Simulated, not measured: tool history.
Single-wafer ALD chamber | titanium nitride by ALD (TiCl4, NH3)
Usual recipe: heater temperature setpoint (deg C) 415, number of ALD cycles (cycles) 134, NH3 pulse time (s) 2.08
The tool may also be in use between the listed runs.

run     day  heater temperature setpoint (deg C)  number of ALD cycles (cycles)  NH3 pulse time (s)  read-back reference wafer on the same gauge, thickness_nm  mean film thickness on the monitor wafer (angstrom)
  1       0                                  415                            153                2.08                                                      2.456                                                34.31
  2   1.346                                  415                            153                2.08                                                      2.458                                                34.35
  3   7.758                                  415                            153                2.08                                                      2.479                                                34.69
  4     9.1                                  415                            134                2.08                                                      2.482                                                30.48
  5  10.488                                  415                            119                2.08                                                      2.487                                                27.17
     10.867  -- gauge calibrated
  6  12.375                                  415                            119                2.08                                                      2.441                                                26.46
     12.938  -- thermocouple changed; heater temperature recalibrated
  7  14.792                                  415                            134                2.08                                                      2.443                                                 29.9
  8  17.075                                  415                            139                 1.6                                                      2.442                                                30.75
  9  18.433                                  424                            109                2.08                                                      2.442                                                24.41
 10  19.829                                  425                            113                1.42                                                      2.447                                                25.05
     21.283  -- showerhead replaced
 11  21.304                                  404                            134                1.33                                                      2.448                                                 29.3
 12  22.438                                  415                            134                2.08                                                      2.452                                                30.15
 13  25.404                                  415                            134                2.44                                                       2.46                                                30.21
 14  27.425                                  404                            113                1.56                                                      2.466                                                24.96
 15  29.996                                  404                            113                1.56                                                      2.472                                                 25.1
 16  32.425                                  425                            134                1.39                                                      2.482                                                 30.1

What if the next run were any one of these 4? Each begins from the tool's condition after run 16:
  A  32.454                                  415                            134                2.08                                                          ?                                                    ?
  B  32.454                                  419                            134                2.08                                                          ?                                                    ?
  C  32.454                                  410                            134                2.08                                                          ?                                                    ?
  D  32.454                                  408                            119                 2.8                                                          ?                                                    ?

run  read-back reference wafer on the same gauge, thickness_nm  mean film thickness on the monitor wafer (angstrom)
  A                                                      2.482                                                30.31
  B                                                      2.482                                                30.35
  C                                                      2.482                                                30.26
  D                                                      2.482                                                27.13
What these runs would have given with no unlogged condition in the tool:
run  mean film thickness on the monitor wafer (angstrom)
  A                                                 29.8
  B                                                29.84
  C                                                29.75
  D                                                26.67

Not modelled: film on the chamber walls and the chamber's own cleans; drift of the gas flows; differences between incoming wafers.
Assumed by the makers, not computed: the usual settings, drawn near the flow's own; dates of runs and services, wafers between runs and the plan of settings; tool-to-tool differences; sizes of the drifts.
